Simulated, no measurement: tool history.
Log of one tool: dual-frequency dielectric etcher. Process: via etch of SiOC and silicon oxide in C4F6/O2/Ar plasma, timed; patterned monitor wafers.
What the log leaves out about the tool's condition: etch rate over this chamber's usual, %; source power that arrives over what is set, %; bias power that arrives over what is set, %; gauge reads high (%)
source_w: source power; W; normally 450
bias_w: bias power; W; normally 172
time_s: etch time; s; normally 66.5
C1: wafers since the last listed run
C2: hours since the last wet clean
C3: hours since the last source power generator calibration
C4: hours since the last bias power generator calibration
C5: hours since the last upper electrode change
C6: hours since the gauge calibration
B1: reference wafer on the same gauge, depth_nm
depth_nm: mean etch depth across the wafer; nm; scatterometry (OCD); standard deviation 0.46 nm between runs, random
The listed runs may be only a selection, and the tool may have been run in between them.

run 1 hour=0 | source_w=450 bias_w=159 time_s=78 | C1=0 C2=295 C3=1715.4 C4=2727.9 C5=2575.2 C6=52.8 | B1=81.7 | depth_nm=83.2
run 2 hour=17.3 | source_w=450 bias_w=172 time_s=55.5 | C1=157 C2=312.3 C3=1732.7 C4=2745.2 C5=2592.5 C6=70.1 | B1=81.8 | depth_nm=62.3
run 3 hour=45.6 | source_w=450 bias_w=172 time_s=55.5 | C1=256 C2=340.6 C3=1761 C4=2773.5 C5=2620.8 C6=98.4 | B1=81.6 | depth_nm=61.2
run 4 hour=71 | source_w=450 bias_w=172 time_s=66.5 | C1=230 C2=366 C3=1786.4 C4=2798.9 C5=2646.2 C6=123.8 | B1=81.7 | depth_nm=74.1
run 5 hour=104.9 | source_w=450 bias_w=172 time_s=66.5 | C1=307 C2=399.9 C3=1820.3 C4=2832.8 C5=2680.1 C6=157.7 | B1=81.6 | depth_nm=72.6
-- hour=138 upper electrode replaced
-- hour=158.9 wet clean of the chamber
run 6 hour=159.4 | source_w=450 bias_w=172 time_s=66.5 | C1=87 C2=0.5 C3=1874.8 C4=2887.3 C5=21.4 C6=212.2 | B1=81.6 | depth_nm=77.4
run 7 hour=159.7 | source_w=450 bias_w=172 time_s=66.5 | C1=2 C2=0.8 C3=1875.1 C4=2887.6 C5=21.7 C6=212.5 | B1=81.8 | depth_nm=78.6
-- hour=194.1 source power generator calibrated
-- hour=200.2 gauge calibrated
run 8 hour=203.3 | source_w=410 bias_w=172 time_s=73.5 | C1=359 C2=44.4 C3=9.2 C4=2931.2 C5=65.3 C6=3.1 | B1=81.7 | depth_nm=82.8
run 9 hour=215.5 | source_w=450 bias_w=200 time_s=60 | C1=110 C2=56.6 C3=21.4 C4=2943.4 C5=77.5 C6=15.3 | B1=81.7 | depth_nm=75.6
run 10 hour=239.9 | source_w=490 bias_w=172 time_s=50.5 | C1=221 C2=81 C3=45.8 C4=2967.8 C5=101.9 C6=39.7 | B1=81.9 | depth_nm=59.9
-- hour=254.6 bias power generator calibrated
run 11 hour=268.2 | source_w=450 bias_w=172 time_s=49.5 | C1=220 C2=109.3 C3=74.1 C4=13.6 C5=130.2 C6=68 | B1=81.5 | depth_nm=57.2
run 12 hour=284.6 | source_w=450 bias_w=172 time_s=66.5 | C1=148 C2=125.7 C3=90.5 C4=30 C5=146.6 C6=84.4 | B1=81.6 | depth_nm=77.1
run 13 hour=310.3 | source_w=520 bias_w=213 time_s=58.5 | C1=233 C2=151.4 C3=116.2 C4=55.7 C5=172.3 C6=110.1 | B1=81.6 | depth_nm=78.1
run 14 hour=338 | source_w=450 bias_w=157 time_s=66.5 | C1=251 C2=179.1 C3=143.9 C4=83.4 C5=200 C6=137.8 | B1=81.7 | depth_nm=72.8

Each row is a separate what-if for the run after 14, all from the same tool condition, not one after another. Results?
run A hour=338.4 | source_w=450 bias_w=172 time_s=66.5 | C1=3 C2=179.5 C3=144.3 C4=83.8 C5=200.4 C6=138.2 | B1=? | depth_nm=?
run B hour=338.4 | source_w=450 bias_w=211 time_s=66.5 | C1=3 C2=179.5 C3=144.3 C4=83.8 C5=200.4 C6=138.2 | B1=? | depth_nm=?
run C hour=338.4 | source_w=450 bias_w=204 time_s=81.5 | C1=3 C2=179.5 C3=144.3 C4=83.8 C5=200.4 C6=138.2 | B1=? | depth_nm=?
run D hour=338.4 | source_w=380 bias_w=172 time_s=66.5 | C1=3 C2=179.5 C3=144.3 C4=83.8 C5=200.4 C6=138.2 | B1=? | depth_nm=?
run E hour=338.4 | source_w=350 bias_w=210 time_s=66.5 | C1=3 C2=179.5 C3=144.3 C4=83.8 C5=200.4 C6=138.2 | B1=? | depth_nm=?

run=A B1=81.5 depth_nm=77.3
run=B B1=81.5 depth_nm=85.5
run=C B1=81.5 depth_nm=103
run=D B1=81.5 depth_nm=74.9
run=E B1=81.5 depth_nm=81.5
Stripped of hidden state, with their random variation kept, the same runs would have yielded:
run=A depth_nm=78.2
run=B depth_nm=86.5
run=C depth_nm=104.3
run=D depth_nm=75.8
run=E depth_nm=82.5
